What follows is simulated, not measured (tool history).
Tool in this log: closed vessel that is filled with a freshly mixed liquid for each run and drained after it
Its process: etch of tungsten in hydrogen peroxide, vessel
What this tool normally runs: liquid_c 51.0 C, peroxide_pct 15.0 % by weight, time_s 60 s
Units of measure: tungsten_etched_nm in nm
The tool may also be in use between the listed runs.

run	day	liquid_c	peroxide_pct	time_s	read-back film thickness of the tungsten reference wafer, read on the same gauge (nm)	tungsten_etched_nm
1	0.000	51.0	15.0	60	129.98	59.65
2	0.754	51.0	15.0	60	130.04	60.19
3	1.538	51.0	15.0	60	130.01	59.01
4	2.542	54.5	15.0	60	129.99	74.29
5	3.492	54.5	15.0	60	130.01	72.06
6	4.638	56.0	15.0	60	130.00	79.41
7	5.792	51.0	15.0	60	130.02	59.49
8	6.725	51.0	15.0	60	130.01	59.34
9	7.433	51.0	15.0	60	129.99	59.53
# day 8.496: thermometer replaced
10	8.517	51.0	15.0	60	130.01	58.76
11	9.196	51.0	15.0	60	129.99	58.99
12	10.088	51.0	15.0	60	130.00	59.62
# day 10.271: new drum of peroxide connected
13	11.558	42.0	12.0	75	129.99	37.61
14	12.417	51.0	15.0	60	130.00	59.30
# day 13.079: gauge calibrated
15	13.412	41.0	19.5	30	130.00	18.14
16	14.575	58.5	17.5	90	129.95	149.84
# day 14.942: peroxide flow meter replaced
17	15.929	57.0	15.0	60	129.97	84.66
18	16.504	51.0	15.0	60	130.01	59.34
19	17.517	51.0	19.5	70	129.98	77.82
20	18.258	45.0	15.0	40	129.99	27.55
21	19.038	59.0	17.0	75	130.03	127.66
22	19.958	46.5	17.0	35	129.99	27.99
23	20.892	51.0	15.0	60	129.99	59.73
24	21.625	51.0	15.0	50	130.02	49.07

Each row is a separate what-if for the run after 24, all from the same tool condition, not one after another. Results?
A	21.654	51.0	12.0	60	?	?
B	21.654	51.0	15.0	40	?	?
C	21.654	51.0	12.5	60	?	?
D	21.654	58.0	12.0	35	?	?
E	21.654	58.0	17.0	80	?	?

run	read-back film thickness of the tungsten reference wafer, read on the same gauge (nm)	tungsten_etched_nm
A	129.96	52.64
B	129.96	39.24
C	129.96	53.73
D	129.96	46.56
E	129.96	126.67
Stripped of hidden state, with their random variation kept, the same runs would have yielded:
run	tungsten_etched_nm
A	52.64
B	39.24
C	53.73
D	46.56
E	126.67
